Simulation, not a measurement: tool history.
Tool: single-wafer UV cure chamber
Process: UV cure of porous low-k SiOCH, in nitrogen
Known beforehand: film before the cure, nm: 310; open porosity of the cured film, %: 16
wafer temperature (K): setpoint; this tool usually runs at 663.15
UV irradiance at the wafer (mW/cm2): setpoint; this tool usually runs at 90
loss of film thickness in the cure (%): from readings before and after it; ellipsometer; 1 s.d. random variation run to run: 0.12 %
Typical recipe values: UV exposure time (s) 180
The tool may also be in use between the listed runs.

run	hour	wafer temperature (K)	UV exposure time (s)	UV irradiance at the wafer (mW/cm2)	loss of film thickness in the cure (%)
1	0.0	663.15	260	90	9.969
2	71.4	663.15	260	90	9.861
# hour 127.4: quartz window cleaned
3	128.3	663.15	260	90	11.177
4	167.1	668.15	180	109	10.083
5	228.4	668.15	180	109	9.594
6	268.3	668.15	180	109	9.702
7	299.5	663.15	235	90	9.944
8	348.6	663.15	235	90	9.760
9	389.3	663.15	235	90	9.534
10	452.2	663.15	180	90	8.382
11	485.6	663.15	180	90	8.463
12	533.4	663.15	180	90	8.304
# hour 549.8: quartz window cleaned
13	560.9	663.15	180	90	9.183
14	596.2	663.15	180	90	8.974
15	644.6	663.15	180	90	8.924
# hour 668.0: UV bulbs replaced
16	685.6	652.15	180	90	8.506
17	714.3	652.15	180	90	8.642
18	742.3	652.15	180	90	8.565
19	832.5	663.15	180	90	8.409
20	897.0	663.15	180	90	8.438
21	921.7	670.15	180	90	8.721
22	946.4	670.15	180	90	8.431
# hour 994.5: quartz window cleaned
23	1008.7	679.15	180	90	9.545
24	1037.6	663.15	180	90	8.977
25	1101.6	663.15	180	55	6.735
26	1165.1	643.15	235	124	10.652
27	1207.6	669.15	235	119	11.002
28	1260.8	663.15	180	90	8.440
29	1308.0	663.15	180	90	8.268
30	1362.6	663.15	180	90	8.122
31	1424.0	663.15	180	90	8.406
# hour 1441.8: quartz window cleaned
32	1491.4	670.15	180	90	9.162
33	1538.6	668.15	120	126	8.648
34	1570.4	674.15	100	73	5.730
35	1607.2	653.15	180	90	8.434
36	1655.5	673.15	205	56	7.311
37	1681.3	663.15	180	75	7.863
38	1734.5	663.15	180	90	8.574
39	1780.7	676.15	180	108	9.436
40	1810.2	663.15	250	90	9.677
41	1874.2	663.15	180	90	8.425
# hour 1883.8: quartz window cleaned
42	2037.9	663.15	180	72	7.806
43	2079.9	676.15	135	90	7.703
44	2141.4	663.15	180	90	8.527

3 ways to go on from here, each from the tool as it stands after run 44. What would each give?
A	2141.8	663.15	180	90	?
B	2141.8	670.15	255	90	?
C	2141.8	649.15	135	59	?

run	loss of film thickness in the cure (%)
A	8.649
B	10.251
C	5.656
The same runs, with their run-to-run variation unchanged, on a tool lacking any hidden condition would have given:
run	loss of film thickness in the cure (%)
A	9.566
B	11.216
C	6.460
